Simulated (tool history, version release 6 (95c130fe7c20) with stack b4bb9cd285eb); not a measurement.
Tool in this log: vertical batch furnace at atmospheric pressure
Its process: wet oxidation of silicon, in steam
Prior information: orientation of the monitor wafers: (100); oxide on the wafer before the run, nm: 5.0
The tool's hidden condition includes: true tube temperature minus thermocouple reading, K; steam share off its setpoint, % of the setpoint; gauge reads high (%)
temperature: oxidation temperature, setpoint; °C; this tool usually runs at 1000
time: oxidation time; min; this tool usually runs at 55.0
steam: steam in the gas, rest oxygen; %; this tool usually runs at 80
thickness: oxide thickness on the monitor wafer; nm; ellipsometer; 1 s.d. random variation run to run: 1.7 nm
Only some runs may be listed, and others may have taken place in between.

run,hour,temperature,time,steam,wafers since the last listed run,hours since the last temperature calibration,hours since the steam generator was serviced,hours since the gauge calibration,"read-back reference wafer on the same gauge, thickness",thickness
1,0.0,1000,55.0,89,0,2214.7,1635.6,536.7,399.04,372.85
2,94.9,1000,55.0,89,1712,2309.6,1730.5,631.6,399.08,377.58
3,135.1,1000,55.0,80,725,2349.8,1770.7,671.8,398.96,350.21
4,186.5,1000,55.0,80,927,2401.2,1822.1,723.2,398.57,352.18
5,278.6,1000,55.0,80,1662,2493.3,1914.2,815.3,398.65,350.13
6,385.1,1000,55.0,80,1922,2599.8,2020.7,921.8,398.95,348.59
7,436.7,1000,55.0,80,931,2651.4,2072.3,973.4,399.58,347.48
8,541.3,1000,55.0,80,1887,2756.0,2176.9,1078.0,399.25,346.28
9,621.3,1000,55.0,80,1443,2836.0,2256.9,1158.0,399.60,349.64
10,844.2,1000,55.0,80,4023,3058.9,2479.8,1380.9,399.24,345.50
# hour 1055.4: gauge calibrated
11,1095.9,1000,55.0,80,4543,3310.6,2731.5,40.5,399.39,348.11
12,1142.1,1000,55.0,77,833,3356.8,2777.7,86.7,399.22,336.00
13,1433.1,1000,55.0,77,5252,3647.8,3068.7,377.7,398.62,334.41
14,1508.0,1000,55.0,77,1351,3722.7,3143.6,452.6,399.02,333.51
# hour 1577.4: steam generator serviced
15,1577.9,1000,66.5,80,828,3792.6,0.5,522.5,398.71,409.57
# hour 1611.3: thermocouples replaced and temperature profile calibrated
16,1628.8,1000,66.5,80,485,17.5,51.4,573.4,398.63,405.79
17,1673.4,1000,66.5,80,805,62.1,96.0,618.0,398.95,406.89
18,1709.5,1000,55.0,80,651,98.2,132.1,654.1,398.54,354.76
19,1816.4,984,55.0,85,1929,205.1,239.0,761.0,398.86,329.64
20,1907.1,1000,55.0,80,1637,295.8,329.7,851.7,399.22,357.40
21,1976.0,1000,55.0,80,1243,364.7,398.6,920.6,398.59,355.95
22,2038.9,977,80.0,86,1135,427.6,461.5,983.5,399.34,407.65
23,2107.6,1019,67.0,86,1239,496.3,530.2,1052.2,399.14,486.63
24,2144.0,1000,55.0,80,656,532.7,566.6,1088.6,398.69,352.62
25,2238.1,1009,78.5,84,1698,626.8,660.7,1182.7,398.89,491.40
26,2278.5,1000,71.0,88,729,667.2,701.1,1223.1,399.12,453.36
27,2377.1,1000,55.0,80,1779,765.8,799.7,1321.7,398.36,352.13
28,2427.6,1016,71.0,76,911,816.3,850.2,1372.2,399.34,453.13
29,2516.6,1000,55.0,80,1606,905.3,939.2,1461.2,398.66,351.70
30,2621.3,1024,55.0,70,1889,1010.0,1043.9,1565.9,399.31,383.50
31,2667.4,1000,55.0,80,832,1056.1,1090.0,1612.0,399.21,355.58
32,2725.4,1000,77.0,80,1046,1114.1,1148.0,1670.0,398.58,440.60
33,2766.1,1012,29.5,87,734,1154.8,1188.7,1710.7,398.70,264.21
# hour 2774.0: gauge calibrated
34,2873.7,1000,55.0,80,1942,1262.4,1296.3,99.7,399.32,354.41
35,2951.5,985,66.0,80,1404,1340.2,1374.1,177.5,398.90,357.23
36,2991.7,1000,55.0,85,725,1380.4,1414.3,217.7,398.90,366.11
37,3084.3,1017,39.0,75,1671,1473.0,1506.9,310.3,399.04,299.71
38,3159.3,1000,55.0,80,1353,1548.0,1581.9,385.3,399.52,350.69
39,3237.8,991,75.0,80,1416,1626.5,1660.4,463.8,399.28,407.77

Forecast each of these 3 alternatives for the next run:
A,3242.0,1000,55.0,80,75,1630.7,1664.6,468.0,?,?
B,3242.0,977,55.0,80,75,1630.7,1664.6,468.0,?,?
C,3242.0,1000,79.0,80,75,1630.7,1664.6,468.0,?,?

run,"read-back reference wafer on the same gauge, thickness",thickness
A,399.16,347.38
B,399.16,286.90
C,399.16,445.62
Had the tool no hidden state, the same runs would have come out as:
run,thickness
A,355.35
B,293.92
C,455.44

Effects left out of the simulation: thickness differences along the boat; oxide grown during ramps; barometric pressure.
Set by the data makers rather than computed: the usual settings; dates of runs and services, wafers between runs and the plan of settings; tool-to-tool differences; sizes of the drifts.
